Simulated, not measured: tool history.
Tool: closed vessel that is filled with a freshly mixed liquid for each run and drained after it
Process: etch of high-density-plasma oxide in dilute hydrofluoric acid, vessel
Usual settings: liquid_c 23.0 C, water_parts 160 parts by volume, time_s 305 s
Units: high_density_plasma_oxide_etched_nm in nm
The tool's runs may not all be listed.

run   hour  liquid_c  water_parts  time_s  wafers since the last listed run  hours since the thermometer was replaced  hours since the hydrofluoric acid flow meter was replaced  hours since the gauge calibration  read-back film thickness of the high-density-plasma oxide reference wafer, read on the same gauge (nm)  high_density_plasma_oxide_etched_nm
  1    0.0      23.0          210     405                                 0                                     422.2                                                      882.3                              456.9                                                                                                   70.00                                11.65
     101.4  -- gauge calibrated
  2  125.7      23.0          210     405                             10956                                     547.9                                                     1008.0                               24.3                                                                                                   70.01                                11.64
  3  187.8      23.0          160     305                              5413                                     610.0                                                     1070.1                               86.4                                                                                                   69.95                                12.20
  4  251.8      23.0          160     305                              5578                                     674.0                                                     1134.1                              150.4                                                                                                   70.00                                12.11
  5  278.3      23.0          160     305                              2309                                     700.5                                                     1160.6                              176.9                                                                                                   70.00                                12.09
  6  309.0      23.0          160     305                              2676                                     731.2                                                     1191.3                              207.6                                                                                                   70.02                                12.11
     330.0  -- thermometer replaced
  7  340.9      23.0          160     305                              2693                                      10.9                                                     1223.2                              239.5                                                                                                   70.02                                12.50
  8  383.2      24.5          160     305                              3687                                      53.2                                                     1265.5                              281.8                                                                                                   70.01                                13.23
  9  422.7      24.5          160     305                              3443                                      92.7                                                     1305.0                              321.3                                                                                                   70.02                                13.21
 10  482.5      24.5          160     305                              5212                                     152.5                                                     1364.8                              381.1                                                                                                   70.00                                13.22
 11  526.5      24.5          130     470                              3835                                     196.5                                                     1408.8                              425.1                                                                                                   69.99                                25.86
 12  559.2      23.0          160     305                              2850                                     229.2                                                     1441.5                              457.8                                                                                                   70.02                                12.47
     620.4  -- gauge calibrated
 13  623.2      25.0          180     420                              5578                                     293.2                                                     1505.5                                2.8                                                                                                   70.03                                16.12
 14  659.3      27.5          160     305                              3146                                     329.3                                                     1541.6                               38.9                                                                                                   70.00                                14.81
     704.2  -- hydrofluoric acid flow meter replaced
 15  704.7      23.0          160     305                              3870                                     374.7                                                        0.5                               84.3                                                                                                   69.99                                11.64
 16  735.5      23.0          220     305                              2684                                     405.5                                                       31.3                              115.1                                                                                                   70.03                                 7.93
 17  785.2      23.0          160     305                              4332                                     455.2                                                       81.0                              164.8                                                                                                   70.02                                11.67
 18  843.8      23.0          160     405                              5107                                     513.8                                                      139.6                              223.4                                                                                                   70.01                                15.46
 19  885.3      23.0          160     305                              3617                                     555.3                                                      181.1                              264.9                                                                                                   69.96                                11.63
 20  919.7      25.5          190     305                              2998                                     589.7                                                      215.5                              299.3                                                                                                   70.02                                10.50

How the hidden state differs across the entries between the runs, from the last listed run before each to the first after it:
Between runs 1 and 2: gauge calibrated (hour 101.4)
  liquid colder than its thermometer reads (K): 0.471 -> 0.586; hydrofluoric acid flow above the setpoint (%): 3.61 -> 4.1
  measured less the result without the state, high_density_plasma_oxide_etched_nm: +0.30 -> +0.30 nm
Between runs 6 and 7: thermometer replaced (hour 330.0)
  liquid colder than its thermometer reads (K): 0.753 -> 0.0815; hydrofluoric acid flow above the setpoint (%): 4.81 -> 4.93
  measured less the result without the state, high_density_plasma_oxide_etched_nm: +0.31 -> +0.65 nm
Between runs 12 and 13: gauge calibrated (hour 620.4)
  liquid colder than its thermometer reads (K): 0.281 -> 0.339; hydrofluoric acid flow above the setpoint (%): 5.77 -> 6.02
  measured less the result without the state, high_density_plasma_oxide_etched_nm: +0.67 -> +0.90 nm
Between runs 14 and 15: hydrofluoric acid flow meter replaced (hour 704.2)
  liquid colder than its thermometer reads (K): 0.372 -> 0.414; hydrofluoric acid flow above the setpoint (%): 6.16 -> 0.142
  measured less the result without the state, high_density_plasma_oxide_etched_nm: +0.83 -> -0.17 nm
